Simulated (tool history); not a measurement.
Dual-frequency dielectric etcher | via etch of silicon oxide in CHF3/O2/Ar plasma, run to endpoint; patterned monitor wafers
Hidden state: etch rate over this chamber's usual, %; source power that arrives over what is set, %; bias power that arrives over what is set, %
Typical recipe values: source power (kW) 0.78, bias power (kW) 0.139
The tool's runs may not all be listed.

run	hour	source power (kW)	bias power (kW)	wafers since the last listed run	hours since the last wet clean	hours since the last source power generator calibration	hours since the last bias power generator calibration	hours since the last upper electrode change	incoming incoming film thickness, nm	endpoint time (s)
1	0	0.78	0.149	0	363.7	4289.7	3724.6	2649.2	560.8	262.8
2	15.6	0.78	0.149	92	379.3	4305.3	3740.2	2664.8	553.4	260.7
3	21.7	0.78	0.139	36	385.4	4311.4	3746.3	2670.9	554.5	263.6
4	30.4	0.78	0.157	51	394.1	4320.1	3755	2679.6	550.6	253.5
5	36.8	0.78	0.139	37	400.5	4326.5	3761.4	2686	557.3	264.8
6	48.5	0.78	0.139	69	412.2	4338.2	3773.1	2697.7	550.5	262.7
7	61	0.78	0.166	73	424.7	4350.7	3785.6	2710.2	555.2	258.7
8	73.2	0.78	0.139	72	436.9	4362.9	3797.8	2722.4	560.1	265.3
9	89.7	0.78	0.139	97	453.4	4379.4	3814.3	2738.9	555.7	264.2
10	97	0.78	0.124	43	460.7	4386.7	3821.6	2746.2	557	267.4
# hour 102.7: source power generator calibrated
# hour 121.8: bias power generator calibrated
# hour 125.1: wet clean of the chamber
11	125.6	0.78	0.139	102	0.5	22.9	3.8	2774.8	557.3	267.3
12	126	0.9	0.165	2	0.9	23.3	4.2	2775.2	551	241.4
13	127.4	0.69	0.124	8	2.3	24.7	5.6	2776.6	557.5	285.3
14	138.4	0.68	0.169	64	13.3	35.7	16.6	2787.6	562.9	270.7
15	146.6	0.78	0.166	48	21.5	43.9	24.8	2795.8	554.1	250.5
16	162	0.78	0.117	90	36.9	59.3	40.2	2811.2	551.2	271.9
17	170.8	0.78	0.139	51	45.7	68.1	49	2820	557.9	266.6
18	180.1	0.68	0.159	54	55	77.4	58.3	2829.3	557.7	276.3
19	193.4	0.78	0.139	78	68.3	90.7	71.6	2842.6	554.8	268.1
20	201	0.86	0.158	44	75.9	98.3	79.2	2850.2	558.4	250.9
21	209.8	0.89	0.148	51	84.7	107.1	88	2859	549.3	248.1
22	221.5	0.78	0.139	69	96.4	118.8	99.7	2870.7	553.1	262.6
# hour 248.7: upper electrode replaced
23	249.2	0.83	0.139	21	124.1	146.5	127.4	0.5	562.9	260.8
24	249.6	0.91	0.153	2	124.5	146.9	127.8	0.9	560.3	243.6
25	255.8	0.66	0.121	36	130.7	153.1	134	7.1	554.6	289.8
26	270	0.59	0.149	83	144.9	167.3	148.2	21.3	559	294.1
27	277.1	0.64	0.152	41	152	174.4	155.3	28.4	555.6	281.8
28	290.6	0.7	0.118	79	165.5	187.9	168.8	41.9	554.3	282.2
29	301.7	0.78	0.139	65	176.6	199	179.9	53	558.9	264
30	316	0.93	0.119	84	190.9	213.3	194.2	67.3	552.4	255.8
31	332.6	0.9	0.165	98	207.5	229.9	210.8	83.9	556.6	243.7
32	340	0.78	0.139	43	214.9	237.3	218.2	91.3	557.1	266.1
33	357.2	0.78	0.139	101	232.1	254.5	235.4	108.5	554.7	263.3
34	372.9	0.87	0.126	92	247.8	270.2	251.1	124.2	559.2	257.6
35	383.9	0.78	0.139	64	258.8	281.2	262.1	135.2	555.8	267.7

What was the tool's hidden state at every run in the log?
etch rate over this chamber's usual, %: 0 in every run
source power that arrives over what is set, %: 0 in every run
bias power that arrives over what is set, %: 0 in every run
